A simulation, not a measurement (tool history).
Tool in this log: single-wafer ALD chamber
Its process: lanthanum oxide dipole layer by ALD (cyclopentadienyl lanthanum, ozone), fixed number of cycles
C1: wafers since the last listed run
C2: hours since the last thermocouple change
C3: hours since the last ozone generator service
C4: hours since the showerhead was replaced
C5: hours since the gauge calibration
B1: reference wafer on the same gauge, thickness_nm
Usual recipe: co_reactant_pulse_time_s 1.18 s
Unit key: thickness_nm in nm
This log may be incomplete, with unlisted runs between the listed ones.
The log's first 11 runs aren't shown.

Run 12, hour 297.6: usual settings; C1 535; C2 1007.6; C3 354.5; C4 159.4; C5 577.5; B1 0.445. Result: thickness_nm 0.523 nm.
Run 13, hour 326.9: usual settings but co_reactant_pulse_time_s 1.62 s; C1 316; C2 1036.9; C3 383.8; C4 188.7; C5 606.8; B1 0.445. Result: thickness_nm 0.56 nm.
Run 14, hour 347.3: usual settings but co_reactant_pulse_time_s 0.94 s; C1 220; C2 1057.3; C3 404.2; C4 209.1; C5 627.2; B1 0.445. Result: thickness_nm 0.489 nm.
Run 15, hour 370: usual settings but co_reactant_pulse_time_s 0.85 s; C1 244; C2 1080; C3 426.9; C4 231.8; C5 649.9; B1 0.445. Result: thickness_nm 0.471 nm.
Run 16, hour 393.7: usual settings; C1 255; C2 1103.7; C3 450.6; C4 255.5; C5 673.6; B1 0.445. Result: thickness_nm 0.521 nm.
Run 17, hour 428.8: usual settings; C1 378; C2 1138.8; C3 485.7; C4 290.6; C5 708.7; B1 0.445. Result: thickness_nm 0.519 nm.
Run 18, hour 464.6: usual settings but co_reactant_pulse_time_s 1.05 s; C1 386; C2 1174.6; C3 521.5; C4 326.4; C5 744.5; B1 0.445. Result: thickness_nm 0.501 nm.
At hour 478.7: gauge calibrated.
At hour 493.2: thermocouple changed; heater temperature recalibrated.
Run 19, hour 495.5: usual settings; C1 247; C2 2.3; C3 552.4; C4 357.3; C5 16.8; B1 0.445. Result: thickness_nm 0.516 nm.
Run 20, hour 509.3: usual settings but co_reactant_pulse_time_s 1.63 s; C1 148; C2 16.1; C3 566.2; C4 371.1; C5 30.6; B1 0.445. Result: thickness_nm 0.549 nm.
Run 21, hour 535.6: usual settings but co_reactant_pulse_time_s 1.44 s; C1 283; C2 42.4; C3 592.5; C4 397.4; C5 56.9; B1 0.445. Result: thickness_nm 0.538 nm.
At hour 546.4: ozone generator serviced.
Run 22, hour 551.1: usual settings but co_reactant_pulse_time_s 0.87 s; C1 80; C2 57.9; C3 4.7; C4 412.9; C5 72.4; B1 0.445. Result: thickness_nm 0.487 nm.
Run 23, hour 579.9: usual settings but co_reactant_pulse_time_s 1.33 s; C1 310; C2 86.7; C3 33.5; C4 441.7; C5 101.2; B1 0.445. Result: thickness_nm 0.541 nm.
Run 24, hour 610.6: usual settings but co_reactant_pulse_time_s 1.54 s; C1 331; C2 117.4; C3 64.2; C4 472.4; C5 131.9; B1 0.445. Result: thickness_nm 0.555 nm.
Run 25, hour 623.4: usual settings but co_reactant_pulse_time_s 1.48 s; C1 138; C2 130.2; C3 77; C4 485.2; C5 144.7; B1 0.445. Result: thickness_nm 0.558 nm.
Run 26, hour 652.2: usual settings but co_reactant_pulse_time_s 1.5 s; C1 310; C2 159; C3 105.8; C4 514; C5 173.5; B1 0.445. Result: thickness_nm 0.555 nm.
Run 27, hour 680.3: usual settings but co_reactant_pulse_time_s 0.83 s; C1 303; C2 187.1; C3 133.9; C4 542.1; C5 201.6; B1 0.445. Result: thickness_nm 0.478 nm.
Run 28, hour 698.5: usual settings but co_reactant_pulse_time_s 1.01 s; C1 196; C2 205.3; C3 152.1; C4 560.3; C5 219.8; B1 0.445. Result: thickness_nm 0.509 nm.
Run 29, hour 733.1: usual settings but co_reactant_pulse_time_s 0.79 s; C1 373; C2 239.9; C3 186.7; C4 594.9; C5 254.4; B1 0.445. Result: thickness_nm 0.469 nm.
Run 30, hour 746.3: usual settings but co_reactant_pulse_time_s 1.42 s; C1 142; C2 253.1; C3 199.9; C4 608.1; C5 267.6; B1 0.445. Result: thickness_nm 0.552 nm.
Run 31, hour 765.4: usual settings but co_reactant_pulse_time_s 1.06 s; C1 206; C2 272.2; C3 219; C4 627.2; C5 286.7; B1 0.445. Result: thickness_nm 0.513 nm.
Run 32, hour 785.1: usual settings; C1 212; C2 291.9; C3 238.7; C4 646.9; C5 306.4; B1 0.445. Result: thickness_nm 0.528 nm.
Run 33, hour 811.7: usual settings but co_reactant_pulse_time_s 1.44 s; C1 287; C2 318.5; C3 265.3; C4 673.5; C5 333; B1 0.445. Result: thickness_nm 0.55 nm.
Run 34, hour 827.6: usual settings but co_reactant_pulse_time_s 1.45 s; C1 171; C2 334.4; C3 281.2; C4 689.4; C5 348.9; B1 0.445. Result: thickness_nm 0.551 nm.

4 ways to go on from here, each from the tool as it stands after run 34. What would each give?
Run A, hour 828: usual settings; C1 4; C2 334.8; C3 281.6; C4 689.8; C5 349.3; B1 ?. Result: thickness_nm ?.
Run B, hour 828: usual settings but co_reactant_pulse_time_s 1.35 s; C1 4; C2 334.8; C3 281.6; C4 689.8; C5 349.3; B1 ?. Result: thickness_nm ?.
Run C, hour 828: usual settings but co_reactant_pulse_time_s 1.34 s; C1 4; C2 334.8; C3 281.6; C4 689.8; C5 349.3; B1 ?. Result: thickness_nm ?.
Run D, hour 828: usual settings but co_reactant_pulse_time_s 0.78 s; C1 4; C2 334.8; C3 281.6; C4 689.8; C5 349.3; B1 ?. Result: thickness_nm ?.

run     B1  thickness_nm
  A  0.445         0.524
  B  0.445         0.539
  C  0.445         0.539
  D  0.445         0.461
Without the tool's hidden state the same runs would have given:
run  thickness_nm
  A         0.528
  B         0.543
  C         0.542
  D         0.467
